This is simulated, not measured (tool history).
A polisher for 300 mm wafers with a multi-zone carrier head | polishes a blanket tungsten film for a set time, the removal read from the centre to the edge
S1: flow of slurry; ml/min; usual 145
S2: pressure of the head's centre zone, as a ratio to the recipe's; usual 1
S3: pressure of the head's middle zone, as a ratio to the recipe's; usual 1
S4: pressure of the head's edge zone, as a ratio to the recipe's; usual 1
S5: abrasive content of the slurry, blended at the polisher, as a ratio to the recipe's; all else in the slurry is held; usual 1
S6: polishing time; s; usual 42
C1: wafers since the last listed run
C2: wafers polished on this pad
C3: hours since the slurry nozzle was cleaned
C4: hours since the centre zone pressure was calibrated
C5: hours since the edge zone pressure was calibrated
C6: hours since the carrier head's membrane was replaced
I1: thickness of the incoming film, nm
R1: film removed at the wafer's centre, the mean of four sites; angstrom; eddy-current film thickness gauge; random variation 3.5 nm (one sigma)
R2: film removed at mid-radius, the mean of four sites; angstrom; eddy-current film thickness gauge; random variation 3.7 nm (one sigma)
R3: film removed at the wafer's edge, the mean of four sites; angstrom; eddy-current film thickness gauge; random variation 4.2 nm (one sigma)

run	hour	S1	S2	S3	S4	S5	S6	C1	C2	C3	C4	C5	C6	I1	R1	R2	R3
1	0	145	1	1	1	0.8	42	0	550	183.9	35.8	14.2	102.6	1195.8	2859	2928	2841
2	24.8	145	1	1	1	0.8	42	279	829	208.7	60.6	39	127.4	1183.6	2746	2924	2972
3	60.5	145	1	1	1	1	42	401	1231	244.4	96.3	74.7	163.1	1181.5	2937	3239	3156
# hour 72.7: worn pad replaced by a new one
4	88.1	145	1	1	1	1	42	265	173	272	123.9	102.3	190.7	1177.1	2836	3121	3120
5	118.9	145	1	1	1	1	42	346	519	302.8	154.7	133.1	221.5	1174.1	2921	3101	3148
# hour 175.4: slurry nozzle cleaned
# hour 208: worn pad replaced by a new one
6	210.4	145	1	1	0.97	1.15	42	973	26	35	246.2	224.6	313	1187.8	2966	3389	3251
7	232.5	165	1	1	1	1	42	248	275	57.1	268.3	246.7	335.1	1182	2928	3313	3134
8	261.4	145	1	1	1	1	42	325	601	86	297.2	275.6	364	1199.4	2785	3147	3137
# hour 292.1: centre zone pressure recalibrated
# hour 297.5: edge zone pressure recalibrated
# hour 346: worn pad replaced by a new one
9	369.3	145	1	1	1	1	42	1124	262	193.9	77.2	71.8	471.9	1194.6	3049	3187	3156
10	382	145	1	1	1	1	42	142	405	206.6	89.9	84.5	484.6	1191.1	2993	3170	3048
11	394.3	110	1	0.92	1	1	28	138	543	218.9	102.2	96.8	496.9	1213.5	1815	1830	1963
12	425.7	145	1	1	1	1	42	353	897	250.3	133.6	128.2	528.3	1188.3	2927	3077	3205
13	448.3	160	1	1	1.06	0.75	42	254	1151	272.9	156.2	150.8	550.9	1186.5	2637	2841	2966
# hour 467.1: worn pad replaced by a new one
14	472.2	145	1	1.05	1	1	36	224	57	296.8	180.1	174.7	574.8	1185.9	2477	2819	2662
# hour 500.1: carrier head's membrane replaced by a new one
# hour 500.6: slurry nozzle cleaned
15	501.1	115	1.08	1	1	1.25	42	263	320	0.5	209	203.6	1	1204.9	3079	3156	3270
16	513.9	145	1	0.9	1	1	42	144	465	13.3	221.8	216.4	13.8	1183.7	2836	2921	3147
17	571.7	180	1	0.91	0.92	1	42	650	1115	71.1	279.6	274.2	71.6	1186.8	2979	3019	3108
# hour 588.8: centre zone pressure recalibrated
18	589.3	145	0.95	1	1	1	42	175	1291	88.7	0.5	291.8	89.2	1174.6	3130	3108	3126
# hour 593.1: edge zone pressure recalibrated
# hour 600.7: worn pad replaced by a new one
19	613.4	145	1	1	0.97	1.15	42	203	143	112.8	24.6	20.3	113.3	1206	3346	3290	3268
20	628.6	145	1	1	1	1	30	171	314	128	39.8	35.5	128.5	1188.7	2226	2185	2205

The same runs without the tool's hidden state, with the same run-to-run variation:
The hidden state here: removal rate lost through wear of the pad, %; slurry flow missing at the pad, %; deviation of the centre zone's pressure from its setpoint, %; deviation of the edge zone's pressure from its setpoint, %.
run	R1
1	3006
2	2945
3	3218
4	3146
5	3275
6	3387
7	3351
8	3195
9	3267
10	3229
11	1971
12	3220
13	2922
14	2762
15	3450
16	3188
17	3372
18	3077
19	3374
20	2274
R2: within 3 angstrom of the measured result in every run.
R3: as measured in every run.
